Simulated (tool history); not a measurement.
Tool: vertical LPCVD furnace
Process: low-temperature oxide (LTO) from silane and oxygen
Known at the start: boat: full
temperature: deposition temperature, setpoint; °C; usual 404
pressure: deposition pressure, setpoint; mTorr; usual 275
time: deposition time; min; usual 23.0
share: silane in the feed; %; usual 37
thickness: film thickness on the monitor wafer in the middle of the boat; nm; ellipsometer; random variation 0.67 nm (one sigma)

run,hour,temperature,pressure,time,share,wafers since the last listed run,hours since the last temperature calibration,hours since the pressure gauge was zeroed,hours since the silane flow controller was replaced,hours since the gauge calibration,"read-back reference wafer on the same gauge, thickness",thickness
1,0.0,404,275,23.0,37,0,2338.1,1959.4,3016.3,217.4,219.08,252.36
2,72.2,404,275,23.0,37,1493,2410.3,2031.6,3088.5,289.6,219.45,250.94
3,177.0,404,275,23.0,37,2168,2515.1,2136.4,3193.3,394.4,219.51,251.11
4,217.3,404,275,23.0,37,833,2555.4,2176.7,3233.6,434.7,219.77,251.93
5,287.7,404,275,23.0,37,1456,2625.8,2247.1,3304.0,505.1,219.83,251.57
6,366.5,404,275,23.0,37,1630,2704.6,2325.9,3382.8,583.9,220.14,252.72
7,406.8,410,275,27.5,37,833,2744.9,2366.2,3423.1,624.2,219.96,322.61
8,449.0,410,275,27.5,37,873,2787.1,2408.4,3465.3,666.4,220.00,322.33
9,545.2,404,275,23.0,37,1990,2883.3,2504.6,3561.5,762.6,220.05,252.16
10,647.3,404,275,23.0,37,2112,2985.4,2606.7,3663.6,864.7,220.71,252.92
11,698.7,404,275,23.0,37,1063,3036.8,2658.1,3715.0,916.1,220.90,252.65
# hour 745.3: pressure gauge zeroed
12,777.7,404,275,23.0,37,1137,3115.8,32.4,3794.0,995.1,221.06,252.93
13,844.5,404,275,23.0,37,1382,3182.6,99.2,3860.8,1061.9,220.86,253.34
# hour 878.2: silane flow controller replaced
# hour 885.1: thermocouples replaced and temperature profile calibrated
14,943.5,404,295,32.0,37,1409,58.4,198.2,65.3,1160.9,221.36,378.67
15,1017.6,409,220,18.0,37,1533,132.5,272.3,139.4,1235.0,221.25,167.11
16,1101.1,404,220,28.5,31,1727,216.0,355.8,222.9,1318.5,221.50,198.22
# hour 1142.5: gauge calibrated
17,1169.5,404,275,23.0,37,1415,284.4,424.2,291.3,27.0,218.94,250.90
18,1215.4,404,295,23.0,37,949,330.3,470.1,337.2,72.9,218.94,269.59

Run 19 comes next. What will it give?
19,1283.6,404,275,27.5,30,1410,398.5,538.3,405.4,141.1,?,?

read-back reference wafer on the same gauge, thickness: 219.23
thickness: 224.92 nm
Without the tool's hidden state the same run would have given thickness 224.77 nm.
